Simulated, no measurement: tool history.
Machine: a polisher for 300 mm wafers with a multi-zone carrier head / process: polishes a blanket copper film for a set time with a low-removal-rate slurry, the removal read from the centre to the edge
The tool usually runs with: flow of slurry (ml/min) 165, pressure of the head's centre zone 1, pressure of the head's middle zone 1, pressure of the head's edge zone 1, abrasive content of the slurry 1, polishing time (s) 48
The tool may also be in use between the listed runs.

run,hour,flow of slurry (ml/min),pressure of the head's centre zone,pressure of the head's middle zone,pressure of the head's edge zone,abrasive content of the slurry,polishing time (s),"incoming thickness of the incoming film, nm",film removed at the wafer's centre (nm),film removed at mid-radius (nm),film removed at the wafer's edge (nm)
1,0,165,1,1,1,1,48,1205.3,185.4,184.3,181.3
# hour 30.7: centre zone pressure recalibrated
2,36.4,165,1,1,1,1,48,1180.1,181.8,183.6,180.7
# hour 87.9: carrier head's membrane replaced by a new one
3,102.3,165,1,1,1,1,48,1204.4,178.7,178.5,177.4
4,148,165,1,1,1,1,48,1188,176.8,179.8,181.8
# hour 182.3: worn pad replaced by a new one, of another model than before
5,211.9,165,1.04,0.95,1.06,1,42,1207.1,164.8,156.1,166.1
6,269.7,165,1,1,1,1,48,1207.9,180.1,183.7,184.5
# hour 310.1: slurry nozzle cleaned
7,340.7,205,0.9,1.1,1,1,34,1180.9,125.1,150.4,137.6
8,387.9,165,1,1,1,0.75,48,1199.2,185.7,189.3,189.1
9,523.3,165,1,0.91,0.91,0.8,48,1201.1,190.6,175.7,176.4
10,586.6,165,1,1,0.89,1,48,1196.2,190.6,193,179.6
11,640.3,165,1,1,1,1,48,1210.1,190.6,190,185
# hour 697: worn pad replaced by a new one
12,710.2,165,1,1.08,1,1,63,1222.4,244.8,262.1,249.4
13,756.3,165,1,1.08,0.91,1,53,1206.9,205.9,220.4,202.8
14,797.2,165,0.9,1.05,1,1.15,53,1188.3,191.5,219.6,214.5
# hour 927.3: slurry nozzle cleaned
15,932.4,165,1,1,1,1,48,1212.2,190.6,195,191.2
16,971.8,165,1,1,1,1,48,1219.1,195.8,190.6,192.6
17,1006.1,165,1,0.91,1,1.1,48,1218.2,193,180.5,195.2
18,1047.8,165,1,1,1,1,48,1191.5,190,189.8,197.3
19,1085.9,150,1,1,1,0.8,59,1181.8,225.8,229.1,228.1
20,1136,165,0.91,1.06,1.09,1,57,1199.7,205.1,238.4,231.5
# hour 1143.7: edge zone pressure recalibrated
# hour 1156.8: worn pad replaced by a new one
21,1196.1,135,1,1,1,1,48,1192.4,181.2,189.4,188.6
22,1244.9,165,1,1,1,1,48,1182,191.5,191.7,194.2

Branching from run 22: 3 alternative next runs. What would each branch give?
A,1245.3,165,1,0.92,1,1,48,1204.2,?,?,?
B,1245.3,140,1,1,1,0.7,48,1204.2,?,?,?
C,1245.3,200,1,1,1.08,1.15,58,1204.2,?,?,?

run,film removed at the wafer's centre (nm),film removed at mid-radius (nm),film removed at the wafer's edge (nm)
A,188.6,178.2,190
B,179.1,179.9,181.4
C,236.4,236.3,244.5
Take away the tool's hidden state, keep each run's random variation, and the runs would have read:
run,film removed at the wafer's centre (nm),film removed at mid-radius (nm),film removed at the wafer's edge (nm)
A,192.9,181.8,192.7
B,183.5,183.8,184.2
C,241.2,240.6,247.8

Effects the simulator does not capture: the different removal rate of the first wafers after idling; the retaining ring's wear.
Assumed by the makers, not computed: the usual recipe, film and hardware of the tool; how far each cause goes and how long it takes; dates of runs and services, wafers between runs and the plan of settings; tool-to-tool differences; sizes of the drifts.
